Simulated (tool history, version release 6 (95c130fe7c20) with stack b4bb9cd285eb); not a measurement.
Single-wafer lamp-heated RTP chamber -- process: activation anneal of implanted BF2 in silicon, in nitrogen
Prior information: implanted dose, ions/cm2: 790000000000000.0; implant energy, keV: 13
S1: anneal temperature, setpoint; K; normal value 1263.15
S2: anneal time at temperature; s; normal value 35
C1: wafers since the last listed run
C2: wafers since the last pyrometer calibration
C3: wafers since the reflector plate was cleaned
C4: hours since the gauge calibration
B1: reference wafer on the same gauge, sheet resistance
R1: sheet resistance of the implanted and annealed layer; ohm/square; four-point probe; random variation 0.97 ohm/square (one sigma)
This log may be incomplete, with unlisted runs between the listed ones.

{"run": 1, "hour": 0.0, "S1": 1274.15, "S2": 35, "C1": 0, "C2": 4245, "C3": 4245, "C4": 910.1, "B1": 267.91, "R1": 242.07}
{"hour": 34.0, "done": "pyrometer window cleaned and pyrometer calibrated"}
{"run": 2, "hour": 68.3, "S1": 1274.15, "S2": 35, "C1": 527, "C2": 300, "C3": 4772, "C4": 978.4, "B1": 268.14, "R1": 242.03}
{"run": 3, "hour": 249.6, "S1": 1263.15, "S2": 35, "C1": 1587, "C2": 1887, "C3": 6360, "C4": 1159.7, "B1": 268.19, "R1": 258.52}
{"run": 4, "hour": 350.6, "S1": 1263.15, "S2": 35, "C1": 884, "C2": 2771, "C3": 7244, "C4": 1260.7, "B1": 267.91, "R1": 257.21}
{"run": 5, "hour": 438.9, "S1": 1263.15, "S2": 35, "C1": 772, "C2": 3544, "C3": 8017, "C4": 1349, "B1": 268.06, "R1": 255.32}
{"hour": 525.9, "done": "reflector plate cleaned"}
{"hour": 538.0, "done": "pyrometer window cleaned and pyrometer calibrated"}
{"run": 6, "hour": 538.5, "S1": 1263.15, "S2": 35, "C1": 731, "C2": 4, "C3": 40, "C4": 1448.6, "B1": 268.05, "R1": 263.5}
{"run": 7, "hour": 605.2, "S1": 1244.15, "S2": 35, "C1": 583, "C2": 588, "C3": 624, "C4": 1515.3, "B1": 268.01, "R1": 299.84}
{"run": 8, "hour": 679.0, "S1": 1244.15, "S2": 35, "C1": 646, "C2": 1234, "C3": 1270, "C4": 1589.1, "B1": 267.99, "R1": 300.38}
{"run": 9, "hour": 718.2, "S1": 1263.15, "S2": 22, "C1": 343, "C2": 1577, "C3": 1613, "C4": 1628.3, "B1": 267.99, "R1": 281.13}
{"hour": 720.7, "done": "gauge calibrated"}
{"run": 10, "hour": 780.0, "S1": 1263.15, "S2": 22, "C1": 541, "C2": 2118, "C3": 2154, "C4": 59.3, "B1": 268.03, "R1": 282.79}
{"run": 11, "hour": 838.7, "S1": 1270.15, "S2": 24, "C1": 513, "C2": 2632, "C3": 2668, "C4": 118, "B1": 267.97, "R1": 263.91}
{"run": 12, "hour": 915.1, "S1": 1263.15, "S2": 35, "C1": 668, "C2": 3301, "C3": 3337, "C4": 194.4, "B1": 267.89, "R1": 262.04}
{"run": 13, "hour": 970.1, "S1": 1263.15, "S2": 35, "C1": 481, "C2": 3782, "C3": 3818, "C4": 249.4, "B1": 268.16, "R1": 259.67}
{"hour": 1050.1, "done": "pyrometer window cleaned and pyrometer calibrated"}
{"run": 14, "hour": 1077.2, "S1": 1263.15, "S2": 35, "C1": 867, "C2": 237, "C3": 4686, "C4": 356.5, "B1": 268.21, "R1": 258.71}
{"run": 15, "hour": 1115.2, "S1": 1244.15, "S2": 35, "C1": 332, "C2": 569, "C3": 5018, "C4": 394.5, "B1": 267.98, "R1": 298.52}
{"run": 16, "hour": 1179.6, "S1": 1234.15, "S2": 15, "C1": 563, "C2": 1133, "C3": 5582, "C4": 458.9, "B1": 267.9, "R1": 364.29}
{"run": 17, "hour": 1227.7, "S1": 1263.15, "S2": 35, "C1": 421, "C2": 1554, "C3": 6003, "C4": 507, "B1": 268.06, "R1": 259.04}
{"run": 18, "hour": 1295.1, "S1": 1263.15, "S2": 48, "C1": 590, "C2": 2144, "C3": 6593, "C4": 574.4, "B1": 268.15, "R1": 245.89}
{"run": 19, "hour": 1360.1, "S1": 1263.15, "S2": 35, "C1": 569, "C2": 2713, "C3": 7162, "C4": 639.4, "B1": 267.87, "R1": 256.39}
{"run": 20, "hour": 1422.1, "S1": 1292.15, "S2": 44, "C1": 542, "C2": 3256, "C3": 7705, "C4": 701.4, "B1": 268.1, "R1": 207.37}
{"run": 21, "hour": 1478.1, "S1": 1288.15, "S2": 49, "C1": 490, "C2": 3746, "C3": 8195, "C4": 757.4, "B1": 267.8, "R1": 209.32}
{"run": 22, "hour": 1514.4, "S1": 1286.15, "S2": 35, "C1": 317, "C2": 4064, "C3": 8513, "C4": 793.7, "B1": 268.02, "R1": 220.38}
{"hour": 1556.1, "done": "reflector plate cleaned"}
{"hour": 1616.3, "done": "pyrometer window cleaned and pyrometer calibrated"}
{"run": 23, "hour": 1622.1, "S1": 1270.15, "S2": 24, "C1": 802, "C2": 51, "C3": 507, "C4": 901.4, "B1": 267.98, "R1": 263.47}
{"run": 24, "hour": 1761.0, "S1": 1284.15, "S2": 45, "C1": 1215, "C2": 1267, "C3": 1723, "C4": 1040.3, "B1": 268.21, "R1": 221.6}
{"run": 25, "hour": 1844.3, "S1": 1279.15, "S2": 16, "C1": 729, "C2": 1996, "C3": 2453, "C4": 1123.6, "B1": 267.97, "R1": 264.91}

Run 26 has not been measured yet. What should we expect?
{"run": 26, "hour": 1899.0, "S1": 1263.15, "S2": 23, "C1": 478, "C2": 2475, "C3": 2931, "C4": 1178.3, "B1": "?", "R1": "?"}

{"run 26": {"B1": 268.1, "R1": 278.98}}
Without the tool's hidden state the same run would have given R1 281.75 ohm/square.
